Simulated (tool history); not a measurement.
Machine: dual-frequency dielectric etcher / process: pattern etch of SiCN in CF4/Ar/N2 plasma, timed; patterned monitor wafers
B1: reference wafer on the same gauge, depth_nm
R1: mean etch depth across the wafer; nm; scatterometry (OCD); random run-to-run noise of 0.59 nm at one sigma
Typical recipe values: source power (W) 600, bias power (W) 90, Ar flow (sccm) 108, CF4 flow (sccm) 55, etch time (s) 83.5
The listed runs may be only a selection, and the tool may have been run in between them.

{"run": 1, "hour": 0.0, "source power (W)": 600, "bias power (W)": 90, "Ar flow (sccm)": 123, "CF4 flow (sccm)": 55, "etch time (s)": 68.0, "B1": 106.6, "R1": 72.3}
{"run": 2, "hour": 27.6, "source power (W)": 600, "bias power (W)": 90, "Ar flow (sccm)": 108, "CF4 flow (sccm)": 55, "etch time (s)": 83.5, "B1": 106.5, "R1": 90.8}
{"run": 3, "hour": 63.6, "source power (W)": 600, "bias power (W)": 90, "Ar flow (sccm)": 108, "CF4 flow (sccm)": 55, "etch time (s)": 83.5, "B1": 106.6, "R1": 90.5}
{"run": 4, "hour": 79.0, "source power (W)": 550, "bias power (W)": 90, "Ar flow (sccm)": 108, "CF4 flow (sccm)": 55, "etch time (s)": 83.5, "B1": 106.6, "R1": 83.7}
{"run": 5, "hour": 101.9, "source power (W)": 600, "bias power (W)": 90, "Ar flow (sccm)": 108, "CF4 flow (sccm)": 64, "etch time (s)": 83.5, "B1": 106.6, "R1": 92.8}
{"run": 6, "hour": 122.0, "source power (W)": 600, "bias power (W)": 90, "Ar flow (sccm)": 108, "CF4 flow (sccm)": 64, "etch time (s)": 83.5, "B1": 106.7, "R1": 94.0}
{"run": 7, "hour": 137.9, "source power (W)": 600, "bias power (W)": 90, "Ar flow (sccm)": 108, "CF4 flow (sccm)": 55, "etch time (s)": 83.5, "B1": 106.6, "R1": 90.6}
{"hour": 150.2, "done": "gauge calibrated"}
{"hour": 153.4, "done": "bias power generator calibrated"}
{"hour": 156.2, "done": "source power generator calibrated"}
{"run": 8, "hour": 167.1, "source power (W)": 600, "bias power (W)": 90, "Ar flow (sccm)": 97, "CF4 flow (sccm)": 55, "etch time (s)": 83.5, "B1": 106.7, "R1": 93.1}
{"hour": 202.2, "done": "upper electrode replaced"}
{"run": 9, "hour": 202.7, "source power (W)": 600, "bias power (W)": 90, "Ar flow (sccm)": 108, "CF4 flow (sccm)": 55, "etch time (s)": 83.5, "B1": 106.7, "R1": 91.5}
{"run": 10, "hour": 216.7, "source power (W)": 600, "bias power (W)": 90, "Ar flow (sccm)": 131, "CF4 flow (sccm)": 55, "etch time (s)": 70.0, "B1": 106.6, "R1": 72.9}
{"hour": 226.9, "done": "Ar flow controller replaced"}
{"hour": 230.0, "done": "CF4 flow controller replaced"}
{"run": 11, "hour": 231.1, "source power (W)": 600, "bias power (W)": 90, "Ar flow (sccm)": 108, "CF4 flow (sccm)": 55, "etch time (s)": 83.5, "B1": 106.5, "R1": 91.3}
{"run": 12, "hour": 256.5, "source power (W)": 600, "bias power (W)": 104, "Ar flow (sccm)": 108, "CF4 flow (sccm)": 55, "etch time (s)": 83.5, "B1": 106.5, "R1": 95.0}
{"run": 13, "hour": 288.3, "source power (W)": 600, "bias power (W)": 80, "Ar flow (sccm)": 91, "CF4 flow (sccm)": 45, "etch time (s)": 107.5, "B1": 106.5, "R1": 114.1}
{"run": 14, "hour": 313.1, "source power (W)": 600, "bias power (W)": 90, "Ar flow (sccm)": 94, "CF4 flow (sccm)": 55, "etch time (s)": 83.5, "B1": 106.6, "R1": 95.1}
{"hour": 350.6, "done": "wet clean of the chamber"}
{"run": 15, "hour": 351.1, "source power (W)": 600, "bias power (W)": 90, "Ar flow (sccm)": 95, "CF4 flow (sccm)": 46, "etch time (s)": 83.5, "B1": 106.4, "R1": 91.8}
{"run": 16, "hour": 364.1, "source power (W)": 720, "bias power (W)": 75, "Ar flow (sccm)": 124, "CF4 flow (sccm)": 55, "etch time (s)": 105.0, "B1": 106.7, "R1": 126.8}
{"run": 17, "hour": 398.5, "source power (W)": 600, "bias power (W)": 75, "Ar flow (sccm)": 132, "CF4 flow (sccm)": 55, "etch time (s)": 83.5, "B1": 106.8, "R1": 82.5}
{"run": 18, "hour": 410.8, "source power (W)": 490, "bias power (W)": 90, "Ar flow (sccm)": 108, "CF4 flow (sccm)": 55, "etch time (s)": 83.5, "B1": 106.5, "R1": 73.4}
{"run": 19, "hour": 432.9, "source power (W)": 600, "bias power (W)": 68, "Ar flow (sccm)": 98, "CF4 flow (sccm)": 51, "etch time (s)": 61.0, "B1": 106.6, "R1": 62.5}
{"run": 20, "hour": 458.2, "source power (W)": 500, "bias power (W)": 79, "Ar flow (sccm)": 108, "CF4 flow (sccm)": 55, "etch time (s)": 101.5, "B1": 106.7, "R1": 87.4}
{"run": 21, "hour": 474.6, "source power (W)": 600, "bias power (W)": 90, "Ar flow (sccm)": 108, "CF4 flow (sccm)": 55, "etch time (s)": 83.5, "B1": 106.6, "R1": 91.6}
{"run": 22, "hour": 496.7, "source power (W)": 600, "bias power (W)": 90, "Ar flow (sccm)": 108, "CF4 flow (sccm)": 55, "etch time (s)": 83.5, "B1": 106.5, "R1": 91.3}

Branching from run 22: 3 alternative next runs. What would each branch give?
{"run": "A", "hour": 497.1, "source power (W)": 600, "bias power (W)": 90, "Ar flow (sccm)": 127, "CF4 flow (sccm)": 55, "etch time (s)": 83.5, "B1": "?", "R1": "?"}
{"run": "B", "hour": 497.1, "source power (W)": 650, "bias power (W)": 90, "Ar flow (sccm)": 108, "CF4 flow (sccm)": 55, "etch time (s)": 83.5, "B1": "?", "R1": "?"}
{"run": "C", "hour": 497.1, "source power (W)": 530, "bias power (W)": 90, "Ar flow (sccm)": 125, "CF4 flow (sccm)": 61, "etch time (s)": 83.5, "B1": "?", "R1": "?"}

run=A B1=106.7 R1=87.9
run=B B1=106.7 R1=99.3
run=C B1=106.7 R1=78.6
With the hidden condition removed and each run's random variation left untouched, the same runs would have given:
run=A R1=87.9
run=B R1=99.3
run=C R1=78.6

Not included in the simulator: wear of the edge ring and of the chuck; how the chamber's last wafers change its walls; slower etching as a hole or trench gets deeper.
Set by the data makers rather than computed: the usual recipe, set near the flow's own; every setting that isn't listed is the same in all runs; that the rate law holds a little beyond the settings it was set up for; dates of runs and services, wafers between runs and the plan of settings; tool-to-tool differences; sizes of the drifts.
